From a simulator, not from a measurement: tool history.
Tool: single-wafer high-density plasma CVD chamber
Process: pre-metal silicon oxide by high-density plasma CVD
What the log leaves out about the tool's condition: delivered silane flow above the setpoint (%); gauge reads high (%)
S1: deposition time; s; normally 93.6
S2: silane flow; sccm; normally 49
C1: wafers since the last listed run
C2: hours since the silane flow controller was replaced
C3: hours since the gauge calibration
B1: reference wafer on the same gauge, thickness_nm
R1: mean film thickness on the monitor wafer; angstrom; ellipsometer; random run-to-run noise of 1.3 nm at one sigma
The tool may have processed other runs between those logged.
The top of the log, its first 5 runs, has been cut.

run	hour	S1	S2	C1	C2	C3	B1	R1
6	408.8	93.6	49	1952	1746.3	885.9	486.835	4627.79
7	487.3	93.6	49	1476	1824.8	964.4	487.003	4601.10
8	527.6	82.4	49	758	1865.1	1004.7	486.978	4069.32
9	570.0	82.4	49	797	1907.5	1047.1	486.671	4062.88
10	632.3	87.5	49	1171	1969.8	1109.4	486.609	4327.23
11	704.7	87.5	49	1361	2042.2	1181.8	486.837	4332.92
12	770.1	87.5	49	1230	2107.6	1247.2	487.062	4307.21
# hour 849.5: gauge calibrated
13	873.1	93.6	49	1937	2210.6	23.6	487.245	4629.85
14	951.9	93.6	49	1482	2289.4	102.4	486.945	4641.75
15	1050.9	93.6	49	1862	2388.4	201.4	487.126	4659.36
# hour 1108.2: silane flow controller replaced
16	1111.5	93.6	49	989	3.3	262.0	486.991	4518.44

What will run 17 give?
17	1199.6	93.6	56	1657	91.4	350.1	?	?

B1: 486.543
R1: 5178.33 angstrom
Were there no unlogged condition in the tool, this run, its random variation unchanged, would have produced R1 5162.28 angstrom.
